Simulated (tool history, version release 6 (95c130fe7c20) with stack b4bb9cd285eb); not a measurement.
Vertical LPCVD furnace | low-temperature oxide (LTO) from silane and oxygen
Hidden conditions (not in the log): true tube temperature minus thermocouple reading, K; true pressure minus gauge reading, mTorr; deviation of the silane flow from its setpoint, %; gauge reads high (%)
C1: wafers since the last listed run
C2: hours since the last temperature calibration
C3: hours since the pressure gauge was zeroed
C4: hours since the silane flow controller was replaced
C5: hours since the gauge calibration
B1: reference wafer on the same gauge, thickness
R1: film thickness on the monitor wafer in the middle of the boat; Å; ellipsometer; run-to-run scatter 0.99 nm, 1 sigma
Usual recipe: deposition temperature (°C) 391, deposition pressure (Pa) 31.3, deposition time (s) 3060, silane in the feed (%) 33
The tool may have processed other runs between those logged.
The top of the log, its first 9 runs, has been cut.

Run 10, hour 752.7: usual settings; C1 454; C2 326.7; C3 1081.1; C4 3091.2; C5 3210.6; B1 335.24. Result: R1 3097.4 Å.
Run 11, hour 806.7: usual settings; C1 511; C2 380.7; C3 1135.1; C4 3145.2; C5 3264.6; B1 335.42. Result: R1 3098.8 Å.
Run 12, hour 871.3: usual settings but deposition temperature (°C) 400; C1 612; C2 445.3; C3 1199.7; C4 3209.8; C5 3329.2; B1 334.51. Result: R1 3462.4 Å.
Run 13, hour 948.0: usual settings but deposition temperature (°C) 381; C1 727; C2 522.0; C3 1276.4; C4 3286.5; C5 3405.9; B1 335.09. Result: R1 2762.8 Å.
Run 14, hour 1043.2: usual settings but deposition temperature (°C) 384, silane in the feed (%) 35; C1 902; C2 617.2; C3 1371.6; C4 3381.7; C5 3501.1; B1 334.97. Result: R1 3105.1 Å.
Run 15, hour 1100.4: usual settings but deposition temperature (°C) 397, deposition pressure (Pa) 28.0, deposition time (s) 3600; C1 542; C2 674.4; C3 1428.8; C4 3438.9; C5 3558.3; B1 334.71. Result: R1 3532.4 Å.
At hour 1173.2: silane flow controller replaced.
Run 16, hour 1173.7: usual settings but deposition temperature (°C) 384, deposition time (s) 4200; C1 467; C2 747.7; C3 1502.1; C4 0.5; C5 3631.6; B1 334.91. Result: R1 3930.2 Å.
Run 17, hour 1240.7: usual settings but deposition temperature (°C) 397, deposition time (s) 1920; C1 635; C2 814.7; C3 1569.1; C4 67.5; C5 3698.6; B1 335.30. Result: R1 2103.2 Å.
Run 18, hour 1279.4: usual settings; C1 366; C2 853.4; C3 1607.8; C4 106.2; C5 3737.3; B1 335.14. Result: R1 3115.4 Å.
At hour 1411.7: gauge calibrated.
Run 19, hour 1496.9: usual settings but deposition pressure (Pa) 34.0; C1 2062; C2 1070.9; C3 1825.3; C4 323.7; C5 85.2; B1 334.58. Result: R1 3414.0 Å.
At hour 1663.5: pressure gauge zeroed.
Run 20, hour 1771.4: usual settings; C1 2375; C2 1345.4; C3 107.9; C4 598.2; C5 359.7; B1 335.20. Result: R1 3188.0 Å.
Run 21, hour 1808.0: usual settings but deposition temperature (°C) 380, deposition pressure (Pa) 37.3; C1 347; C2 1382.0; C3 144.5; C4 634.8; C5 396.3; B1 334.86. Result: R1 3343.6 Å.
Run 22, hour 1909.0: usual settings but deposition pressure (Pa) 35.3, deposition time (s) 4290; C1 957; C2 1483.0; C3 245.5; C4 735.8; C5 497.3; B1 334.92. Result: R1 5044.8 Å.
Run 23, hour 1968.7: usual settings but deposition temperature (°C) 383; C1 566; C2 1542.7; C3 305.2; C4 795.5; C5 557.0; B1 335.12. Result: R1 2927.3 Å.
At hour 2036.0: thermocouples replaced and temperature profile calibrated.
Run 24, hour 2056.1: usual settings but deposition temperature (°C) 384; C1 601; C2 20.1; C3 392.6; C4 882.9; C5 644.4; B1 334.77. Result: R1 2813.1 Å.
Run 25, hour 2158.1: usual settings but deposition temperature (°C) 398, deposition pressure (Pa) 36.7, silane in the feed (%) 37; C1 967; C2 122.1; C3 494.6; C4 984.9; C5 746.4; B1 334.93. Result: R1 4558.4 Å.
Run 26, hour 2232.3: usual settings but deposition time (s) 3360; C1 703; C2 196.3; C3 568.8; C4 1059.1; C5 820.6; B1 334.77. Result: R1 3390.5 Å.
Run 27, hour 2325.8: usual settings but deposition time (s) 3780, silane in the feed (%) 27; C1 886; C2 289.8; C3 662.3; C4 1152.6; C5 914.1; B1 334.54. Result: R1 2816.6 Å.
Run 28, hour 2428.4: usual settings; C1 972; C2 392.4; C3 764.9; C4 1255.2; C5 1016.7; B1 334.99. Result: R1 3106.7 Å.
Run 29, hour 2481.1: usual settings but deposition temperature (°C) 397, deposition pressure (Pa) 34.0, deposition time (s) 4020, silane in the feed (%) 31; C1 499; C2 445.1; C3 817.6; C4 1307.9; C5 1069.4; B1 334.80. Result: R1 4317.8 Å.
Run 30, hour 2583.9: usual settings but deposition pressure (Pa) 27.3, deposition time (s) 2190, silane in the feed (%) 39; C1 974; C2 547.9; C3 920.4; C4 1410.7; C5 1172.2; B1 335.08. Result: R1 2416.0 Å.
Run 31, hour 2654.2: usual settings; C1 666; C2 618.2; C3 990.7; C4 1481.0; C5 1242.5; B1 334.99. Result: R1 3080.2 Å.

Alternative continuations, all from the tool just after run 31; predict every row:
Run A, hour 2658.6: usual settings but deposition temperature (°C) 382; C1 41; C2 622.6; C3 995.1; C4 1485.4; C5 1246.9; B1 ?. Result: R1 ?.
Run B, hour 2658.6: usual settings but deposition temperature (°C) 399, silane in the feed (%) 29; C1 41; C2 622.6; C3 995.1; C4 1485.4; C5 1246.9; B1 ?. Result: R1 ?.
Run C, hour 2658.6: usual settings but deposition time (s) 2580; C1 41; C2 622.6; C3 995.1; C4 1485.4; C5 1246.9; B1 ?. Result: R1 ?.
Run D, hour 2658.6: usual settings but deposition temperature (°C) 382, deposition pressure (Pa) 24.7, deposition time (s) 2220, silane in the feed (%) 35; C1 41; C2 622.6; C3 995.1; C4 1485.4; C5 1246.9; B1 ?. Result: R1 ?.

run      B1      R1
  A  334.29  2772.6
  B  334.29  2825.1
  C  334.29  2609.8
  D  334.29  1721.0
The same runs, with their run-to-run variation unchanged, on a tool lacking any hidden condition would have given:
run      R1
  A  2752.6
  B  2805.4
  C  2591.7
  D  1708.8

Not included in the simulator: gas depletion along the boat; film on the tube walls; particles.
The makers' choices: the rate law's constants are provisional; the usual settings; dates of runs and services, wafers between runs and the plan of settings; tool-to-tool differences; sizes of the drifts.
